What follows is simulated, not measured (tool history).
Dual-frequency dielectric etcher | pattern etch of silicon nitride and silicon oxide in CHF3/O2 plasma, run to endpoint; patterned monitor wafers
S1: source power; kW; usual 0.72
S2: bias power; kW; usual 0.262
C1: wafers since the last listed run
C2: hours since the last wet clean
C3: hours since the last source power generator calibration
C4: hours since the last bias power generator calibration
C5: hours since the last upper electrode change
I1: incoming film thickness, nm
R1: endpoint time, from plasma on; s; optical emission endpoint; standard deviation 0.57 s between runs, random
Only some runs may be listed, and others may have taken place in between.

{"run": 1, "hour": 0.0, "S1": 0.72, "S2": 0.262, "C1": 0, "C2": 277.3, "C3": 2107.3, "C4": 4472.3, "C5": 4901.5, "I1": 261.2, "R1": 157.1}
{"run": 2, "hour": 53.8, "S1": 0.72, "S2": 0.262, "C1": 357, "C2": 331.1, "C3": 2161.1, "C4": 4526.1, "C5": 4955.3, "I1": 262.4, "R1": 156.9}
{"run": 3, "hour": 66.1, "S1": 0.72, "S2": 0.262, "C1": 81, "C2": 343.4, "C3": 2173.4, "C4": 4538.4, "C5": 4967.6, "I1": 259.5, "R1": 156}
{"run": 4, "hour": 81.3, "S1": 0.65, "S2": 0.262, "C1": 100, "C2": 358.6, "C3": 2188.6, "C4": 4553.6, "C5": 4982.8, "I1": 259.6, "R1": 166.3}
{"run": 5, "hour": 89.9, "S1": 0.72, "S2": 0.262, "C1": 57, "C2": 367.2, "C3": 2197.2, "C4": 4562.2, "C5": 4991.4, "I1": 261.7, "R1": 157.5}
{"run": 6, "hour": 107.9, "S1": 0.72, "S2": 0.262, "C1": 119, "C2": 385.2, "C3": 2215.2, "C4": 4580.2, "C5": 5009.4, "I1": 259.8, "R1": 155.3}
{"run": 7, "hour": 119.2, "S1": 0.72, "S2": 0.262, "C1": 75, "C2": 396.5, "C3": 2226.5, "C4": 4591.5, "C5": 5020.7, "I1": 260.6, "R1": 158.3}
{"run": 8, "hour": 133.6, "S1": 0.83, "S2": 0.262, "C1": 95, "C2": 410.9, "C3": 2240.9, "C4": 4605.9, "C5": 5035.1, "I1": 262.1, "R1": 147}
{"run": 9, "hour": 176.1, "S1": 0.72, "S2": 0.262, "C1": 282, "C2": 453.4, "C3": 2283.4, "C4": 4648.4, "C5": 5077.6, "I1": 262.3, "R1": 158.9}
{"run": 10, "hour": 185.7, "S1": 0.72, "S2": 0.262, "C1": 63, "C2": 463, "C3": 2293, "C4": 4658, "C5": 5087.2, "I1": 261.1, "R1": 158.4}
{"hour": 209.8, "done": "upper electrode replaced"}
{"run": 11, "hour": 210.3, "S1": 0.72, "S2": 0.262, "C1": 3, "C2": 487.6, "C3": 2317.6, "C4": 4682.6, "C5": 0.5, "I1": 262.5, "R1": 158.5}
{"run": 12, "hour": 210.7, "S1": 0.62, "S2": 0.262, "C1": 2, "C2": 488, "C3": 2318, "C4": 4683, "C5": 0.9, "I1": 262.4, "R1": 173.1}
{"run": 13, "hour": 218.0, "S1": 0.62, "S2": 0.262, "C1": 48, "C2": 495.3, "C3": 2325.3, "C4": 4690.3, "C5": 8.2, "I1": 259.7, "R1": 170.7}
{"run": 14, "hour": 224.3, "S1": 0.87, "S2": 0.305, "C1": 41, "C2": 501.6, "C3": 2331.6, "C4": 4696.6, "C5": 14.5, "I1": 262.4, "R1": 136.7}
{"run": 15, "hour": 231.9, "S1": 0.9, "S2": 0.308, "C1": 50, "C2": 509.2, "C3": 2339.2, "C4": 4704.2, "C5": 22.1, "I1": 261.9, "R1": 133.6}
{"run": 16, "hour": 242.4, "S1": 0.55, "S2": 0.282, "C1": 69, "C2": 519.7, "C3": 2349.7, "C4": 4714.7, "C5": 32.6, "I1": 261.6, "R1": 180}
{"run": 17, "hour": 291.0, "S1": 0.58, "S2": 0.315, "C1": 322, "C2": 568.3, "C3": 2398.3, "C4": 4763.3, "C5": 81.2, "I1": 263.4, "R1": 169.8}
{"hour": 319.5, "done": "wet clean of the chamber"}
{"run": 18, "hour": 320.0, "S1": 0.72, "S2": 0.262, "C1": 33, "C2": 0.5, "C3": 2427.3, "C4": 4792.3, "C5": 110.2, "I1": 262.2, "R1": 153.9}
{"run": 19, "hour": 321.3, "S1": 0.57, "S2": 0.308, "C1": 8, "C2": 1.8, "C3": 2428.6, "C4": 4793.6, "C5": 111.5, "I1": 262.5, "R1": 166.3}
{"run": 20, "hour": 338.5, "S1": 0.63, "S2": 0.308, "C1": 114, "C2": 19, "C3": 2445.8, "C4": 4810.8, "C5": 128.7, "I1": 262.8, "R1": 157.7}
{"hour": 351.3, "done": "bias power generator calibrated"}
{"run": 21, "hour": 353.9, "S1": 0.59, "S2": 0.262, "C1": 75, "C2": 34.4, "C3": 2461.2, "C4": 2.6, "C5": 144.1, "I1": 263.6, "R1": 172.6}
{"run": 22, "hour": 389.6, "S1": 0.72, "S2": 0.262, "C1": 236, "C2": 70.1, "C3": 2496.9, "C4": 38.3, "C5": 179.8, "I1": 263.2, "R1": 155.8}
{"hour": 401.1, "done": "source power generator calibrated"}
{"run": 23, "hour": 406.9, "S1": 0.89, "S2": 0.311, "C1": 88, "C2": 87.4, "C3": 5.8, "C4": 55.6, "C5": 197.1, "I1": 263.6, "R1": 131}
{"run": 24, "hour": 420.0, "S1": 0.72, "S2": 0.324, "C1": 86, "C2": 100.5, "C3": 18.9, "C4": 68.7, "C5": 210.2, "I1": 260.6, "R1": 143.7}
{"run": 25, "hour": 427.0, "S1": 0.72, "S2": 0.227, "C1": 46, "C2": 107.5, "C3": 25.9, "C4": 75.7, "C5": 217.2, "I1": 260.5, "R1": 161.7}
{"run": 26, "hour": 444.1, "S1": 0.61, "S2": 0.22, "C1": 113, "C2": 124.6, "C3": 43, "C4": 92.8, "C5": 234.3, "I1": 259.1, "R1": 180.1}
{"run": 27, "hour": 458.1, "S1": 0.62, "S2": 0.219, "C1": 92, "C2": 138.6, "C3": 57, "C4": 106.8, "C5": 248.3, "I1": 259.6, "R1": 179.6}
{"run": 28, "hour": 472.9, "S1": 0.56, "S2": 0.3, "C1": 98, "C2": 153.4, "C3": 71.8, "C4": 121.6, "C5": 263.1, "I1": 262.2, "R1": 170.8}
{"run": 29, "hour": 488.9, "S1": 0.65, "S2": 0.214, "C1": 106, "C2": 169.4, "C3": 87.8, "C4": 137.6, "C5": 279.1, "I1": 261, "R1": 176.2}
{"run": 30, "hour": 499.7, "S1": 0.63, "S2": 0.262, "C1": 71, "C2": 180.2, "C3": 98.6, "C4": 148.4, "C5": 289.9, "I1": 261.4, "R1": 167.5}
{"run": 31, "hour": 517.1, "S1": 0.72, "S2": 0.262, "C1": 115, "C2": 197.6, "C3": 116, "C4": 165.8, "C5": 307.3, "I1": 260.4, "R1": 154.6}
{"run": 32, "hour": 526.8, "S1": 0.72, "S2": 0.262, "C1": 64, "C2": 207.3, "C3": 125.7, "C4": 175.5, "C5": 317, "I1": 265.4, "R1": 157.6}
{"run": 33, "hour": 542.3, "S1": 0.72, "S2": 0.301, "C1": 102, "C2": 222.8, "C3": 141.2, "C4": 191, "C5": 332.5, "I1": 260.5, "R1": 148.4}
{"run": 34, "hour": 552.9, "S1": 0.65, "S2": 0.316, "C1": 70, "C2": 233.4, "C3": 151.8, "C4": 201.6, "C5": 343.1, "I1": 260.8, "R1": 153.6}

Run 35 comes next. What will it give?
{"run": 35, "hour": 567.5, "S1": 0.72, "S2": 0.262, "C1": 96, "C2": 248, "C3": 166.4, "C4": 216.2, "C5": 357.7, "I1": 262.2, "R1": "?"}

{"run 35": {"R1": 156.6}}
The same run, on a tool lacking any hidden state, would have yielded R1 154.3 s.
